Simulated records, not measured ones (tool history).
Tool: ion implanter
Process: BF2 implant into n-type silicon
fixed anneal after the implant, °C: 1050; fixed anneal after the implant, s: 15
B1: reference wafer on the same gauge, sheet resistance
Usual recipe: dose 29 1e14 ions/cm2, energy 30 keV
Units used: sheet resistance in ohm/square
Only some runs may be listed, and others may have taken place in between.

Run 1, hour 0: usual settings; B1 113.42. Result: sheet resistance 96.63 ohm/square.
Run 2, hour 90.3: usual settings; B1 113.55. Result: sheet resistance 96.57 ohm/square.
Run 3, hour 134.9: usual settings; B1 113.51. Result: sheet resistance 96.91 ohm/square.
Run 4, hour 206.5: usual settings; B1 113.53. Result: sheet resistance 97.55 ohm/square.
Run 5, hour 292.5: usual settings but dose 34.56 1e14 ions/cm2, energy 27.5 keV; B1 113.52. Result: sheet resistance 98.81 ohm/square.
Run 6, hour 342.1: usual settings but dose 34.56 1e14 ions/cm2, energy 27.5 keV; B1 113.52. Result: sheet resistance 98.51 ohm/square.
Run 7, hour 392.6: usual settings; B1 113.6. Result: sheet resistance 96.53 ohm/square.
Run 8, hour 451.2: usual settings; B1 113.5. Result: sheet resistance 96.94 ohm/square.
Run 9, hour 523.6: usual settings; B1 113.49. Result: sheet resistance 97.01 ohm/square.
Run 10, hour 606: usual settings; B1 113.45. Result: sheet resistance 96.98 ohm/square.
Run 11, hour 822.9: usual settings; B1 113.3. Result: sheet resistance 97.06 ohm/square.
Run 12, hour 865.1: usual settings; B1 113.47. Result: sheet resistance 96.71 ohm/square.
Run 13, hour 934.4: usual settings; B1 113.32. Result: sheet resistance 97.68 ohm/square.
Run 14, hour 977.6: usual settings but dose 27.21 1e14 ions/cm2; B1 113.52. Result: sheet resistance 97.1 ohm/square.
Run 15, hour 1060.9: usual settings but dose 27.21 1e14 ions/cm2; B1 113.61. Result: sheet resistance 97.52 ohm/square.
Run 16, hour 1136.2: usual settings but dose 27.21 1e14 ions/cm2; B1 113.5. Result: sheet resistance 98.12 ohm/square.
Run 17, hour 1183: usual settings but dose 32.11 1e14 ions/cm2; B1 113.3. Result: sheet resistance 96.59 ohm/square.
At hour 1215.6: Faraday cup replaced and dose calibrated.
Run 18, hour 1268.9: usual settings but dose 32.11 1e14 ions/cm2; B1 113.53. Result: sheet resistance 96.6 ohm/square.
Run 19, hour 1399: usual settings but dose 21.2 1e14 ions/cm2; B1 113.58. Result: sheet resistance 100.82 ohm/square.
Run 20, hour 1487.1: usual settings but dose 37.21 1e14 ions/cm2, energy 37.5 keV; B1 113.52. Result: sheet resistance 86.18 ohm/square.
Run 21, hour 1525.5: usual settings; B1 113.49. Result: sheet resistance 97.41 ohm/square.
At hour 1548: gauge calibrated.
Run 22, hour 1602.1: usual settings; B1 113.54. Result: sheet resistance 97.52 ohm/square.
Run 23, hour 1679.2: usual settings but dose 32.89 1e14 ions/cm2, energy 39.5 keV; B1 113.46. Result: sheet resistance 85.07 ohm/square.
Run 24, hour 1747.4: usual settings but dose 35.91 1e14 ions/cm2; B1 113.51. Result: sheet resistance 95.97 ohm/square.
At hour 1901.4: extraction supply calibrated.
Run 25, hour 2004: usual settings but dose 21.42 1e14 ions/cm2, energy 35 keV; B1 113.45. Result: sheet resistance 93.97 ohm/square.
Run 26, hour 2052: usual settings but dose 24.29 1e14 ions/cm2, energy 37 keV; B1 113.53. Result: sheet resistance 89.33 ohm/square.
Run 27, hour 2103.9: usual settings but dose 34.28 1e14 ions/cm2, energy 35.5 keV; B1 113.31. Result: sheet resistance 88.31 ohm/square.
Run 28, hour 2291.2: usual settings but dose 34.56 1e14 ions/cm2, energy 27.5 keV; B1 113.66. Result: sheet resistance 98.33 ohm/square.
Run 29, hour 2382.6: usual settings but dose 20.94 1e14 ions/cm2, energy 38 keV; B1 113.49. Result: sheet resistance 91.71 ohm/square.
Run 30, hour 2430: usual settings; B1 113.69. Result: sheet resistance 96.47 ohm/square.
Run 31, hour 2504.3: usual settings but dose 32.36 1e14 ions/cm2, energy 40.5 keV; B1 113.4. Result: sheet resistance 83.23 ohm/square.
Run 32, hour 2575.9: usual settings; B1 113.61. Result: sheet resistance 96.73 ohm/square.
Run 33, hour 2640.4: usual settings but dose 34.38 1e14 ions/cm2, energy 26 keV; B1 113.46. Result: sheet resistance 100.79 ohm/square.
Run 34, hour 2732.7: usual settings but dose 31.73 1e14 ions/cm2, energy 38 keV; B1 113.47. Result: sheet resistance 86.38 ohm/square.
Run 35, hour 2891.4: usual settings but energy 33 keV; B1 113.55. Result: sheet resistance 92.79 ohm/square.
Run 36, hour 2928.9: usual settings; B1 113.39. Result: sheet resistance 96.7 ohm/square.

For each run, what was the tool's unlogged condition?
deviation of the true dose from the Faraday cup's reading, %: 0 on each run
gauge reads high (%): 0 on each run
H1: deviation of the true energy from its setpoint, %
run      H1
  1   -1.22
  2   -1.33
  3   -1.38
  4   -1.47
  5   -1.57
  6   -1.63
  7   -1.69
  8   -1.76
  9   -1.85
 10   -1.95
 11   -2.21
 12   -2.26
 13   -2.34
 14   -2.39
 15   -2.49
 16   -2.58
 17   -2.64
 18   -2.74
 19    -2.9
 20      -3
 21   -3.05
 22   -3.14
 23   -3.23
 24   -3.32
 25  -0.527
 26  -0.584
 27  -0.647
 28  -0.871
 29  -0.981
 30   -1.04
 31   -1.13
 32   -1.21
 33   -1.29
 34    -1.4
 35   -1.59
 36   -1.64

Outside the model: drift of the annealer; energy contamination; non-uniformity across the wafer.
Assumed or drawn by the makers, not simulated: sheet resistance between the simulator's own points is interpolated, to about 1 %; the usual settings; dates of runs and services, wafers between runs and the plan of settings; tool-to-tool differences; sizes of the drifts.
